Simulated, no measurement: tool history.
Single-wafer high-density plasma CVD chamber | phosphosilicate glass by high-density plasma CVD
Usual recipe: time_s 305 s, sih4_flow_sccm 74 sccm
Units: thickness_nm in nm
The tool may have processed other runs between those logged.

run,hour,time_s,sih4_flow_sccm,"read-back reference wafer on the same gauge, thickness_nm",thickness_nm
1,0.0,305,74,1989.732,2253.073
2,17.3,305,74,1989.768,2257.527
3,30.3,305,74,1988.611,2253.783
4,47.8,305,74,1988.829,2256.775
5,54.6,305,74,1990.914,2262.071
6,61.6,305,74,1989.905,2263.637
7,78.8,305,74,1990.227,2261.832
8,89.2,305,74,1989.863,2259.554
9,99.3,305,74,1989.364,2259.778
10,112.8,305,74,1989.499,2264.900
# hour 119.9: gauge calibrated
11,127.5,305,74,1990.743,2263.357
12,134.6,286,74,1989.322,2119.623
13,152.3,286,74,1989.217,2121.717
# hour 171.1: silane flow controller replaced
14,171.6,305,77,1989.366,2278.410
15,177.4,305,77,1990.129,2262.577
16,185.9,275,74,1989.743,1972.054
17,196.1,275,74,1990.179,1969.254
18,209.9,270,68,1990.001,1772.181
19,225.9,357,63,1990.401,2179.540
20,241.2,305,74,1990.773,2190.406
21,251.5,263,74,1990.397,1887.276
22,262.7,284,82,1989.806,2261.176
23,268.8,363,74,1988.831,2608.328
24,279.6,305,67,1990.618,1982.282
25,287.7,325,74,1988.376,2341.649
26,300.1,263,83,1989.122,2122.015
# hour 341.3: gauge calibrated
27,352.6,263,81,1989.171,2069.971
28,367.6,305,74,1989.944,2192.063
29,383.0,305,70,1991.023,2081.367
30,391.3,305,74,1988.982,2194.920
31,408.3,246,83,1990.371,1984.176
32,415.1,305,74,1990.480,2184.006
33,428.6,283,84,1989.796,2315.190
34,435.5,348,79,1990.609,2676.377
35,447.4,305,86,1990.264,2548.932
36,467.8,305,89,1989.789,2634.344

5 ways to go on from here, each from the tool as it stands after run 36. What would each give?
A,468.3,346,74,?,?
B,468.3,361,60,?,?
C,468.3,338,70,?,?
D,468.3,355,87,?,?
E,468.3,259,74,?,?

run,"read-back reference wafer on the same gauge, thickness_nm",thickness_nm
A,1990.310,2499.998
B,1990.310,2114.902
C,1990.310,2310.184
D,1990.310,3015.639
E,1990.310,1871.386
Stripped of hidden state, with their random variation kept, the same runs would have yielded:
run,thickness_nm
A,2486.637
B,2103.600
C,2297.838
D,2999.523
E,1861.385
